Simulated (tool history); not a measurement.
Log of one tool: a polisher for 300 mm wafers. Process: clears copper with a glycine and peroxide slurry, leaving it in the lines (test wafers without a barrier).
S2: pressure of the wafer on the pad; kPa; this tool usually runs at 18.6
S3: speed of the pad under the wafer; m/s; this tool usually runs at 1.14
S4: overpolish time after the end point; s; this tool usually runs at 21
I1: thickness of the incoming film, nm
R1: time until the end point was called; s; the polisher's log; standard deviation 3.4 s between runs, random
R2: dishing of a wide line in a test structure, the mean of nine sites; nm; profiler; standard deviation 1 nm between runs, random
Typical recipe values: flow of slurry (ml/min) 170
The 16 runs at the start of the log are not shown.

Run 17, hour 1403.9: usual settings but flow of slurry (ml/min) 215, S2 20.7 kPa, S3 1.4 m/s; I1 952.9. Result: R1 167 s, R2 77.6 nm.
At hour 1432.3: slurry nozzle cleaned.
Run 18, hour 1476.3: usual settings but flow of slurry (ml/min) 140, S2 13.1 kPa; I1 949.5. Result: R1 257.9 s, R2 53.8 nm.
Run 19, hour 1517: usual settings but S3 0.96 m/s; I1 937.4. Result: R1 232.6 s, R2 57.6 nm.
At hour 1582.9: worn pad replaced by a new one.
Run 20, hour 1583.4: usual settings; I1 931.8. Result: R1 185.4 s, R2 67.5 nm.
At hour 1596.9: head pressure recalibrated.
Run 21, hour 1643.6: usual settings; I1 915.8. Result: R1 198.1 s, R2 64.7 nm.
Run 22, hour 1702.3: usual settings but S2 23.4 kPa; I1 953. Result: R1 181.4 s, R2 70.3 nm.
Run 23, hour 1743.3: usual settings but flow of slurry (ml/min) 125, S4 28 s; I1 927.5. Result: R1 206.7 s, R2 76.3 nm.
Run 24, hour 1828.3: usual settings but flow of slurry (ml/min) 200, S2 24.8 kPa, S3 0.74 m/s, S4 13 s; I1 934.8. Result: R1 240.6 s, R2 39 nm.
At hour 1859.9: slurry nozzle cleaned.
Run 25, hour 1869.9: usual settings but flow of slurry (ml/min) 150, S4 25 s; I1 947.7. Result: R1 217 s, R2 71 nm.
Run 26, hour 1959.2: usual settings but flow of slurry (ml/min) 130, S2 13.8 kPa; I1 944.9. Result: R1 258.3 s, R2 56.3 nm.
Run 27, hour 2012.4: usual settings but S3 1.44 m/s; I1 933.5. Result: R1 167.3 s, R2 74.3 nm.
At hour 2066.2: worn pad replaced by a new one.
Run 28, hour 2098.2: usual settings but flow of slurry (ml/min) 125, S2 15.2 kPa, S3 1.48 m/s; I1 939. Result: R1 174.8 s, R2 69.2 nm.
At hour 2157.6: head pressure recalibrated.
Run 29, hour 2180.5: usual settings but flow of slurry (ml/min) 185, S2 14.5 kPa; I1 938.5. Result: R1 224.9 s, R2 56.7 nm.
Run 30, hour 2239.1: usual settings but S3 0.8 m/s, S4 10 s; I1 928.5. Result: R1 266.1 s, R2 28.1 nm.
Run 31, hour 2309.6: usual settings but flow of slurry (ml/min) 130, S2 24.1 kPa, S4 15 s; I1 932.5. Result: R1 191.1 s, R2 51.9 nm.
Run 32, hour 2397.3: usual settings but flow of slurry (ml/min) 185, S2 24.8 kPa; I1 922.2. Result: R1 177.5 s, R2 74 nm.

3 options for the next run, each taken on its own from the tool as it stands now. Forecast them:
Run A, hour 2397.8: usual settings; I1 934.6. Result: R1 ?, R2 ?.
Run B, hour 2397.8: usual settings but flow of slurry (ml/min) 215, S2 20.7 kPa, S3 1.24 m/s, S4 26 s; I1 934.6. Result: R1 ?, R2 ?.
Run C, hour 2397.8: usual settings but S3 1.46 m/s, S4 28 s; I1 934.6. Result: R1 ?, R2 ?.

run     R1    R2
  A  205.4  63.9
  B  176.3  83.1
  C  169.2  88.4
Without the tool's hidden state the same runs would have given:
run     R1    R2
  A  191.9  66.9
  B  164.9  86.4
  C  158.3  91.5

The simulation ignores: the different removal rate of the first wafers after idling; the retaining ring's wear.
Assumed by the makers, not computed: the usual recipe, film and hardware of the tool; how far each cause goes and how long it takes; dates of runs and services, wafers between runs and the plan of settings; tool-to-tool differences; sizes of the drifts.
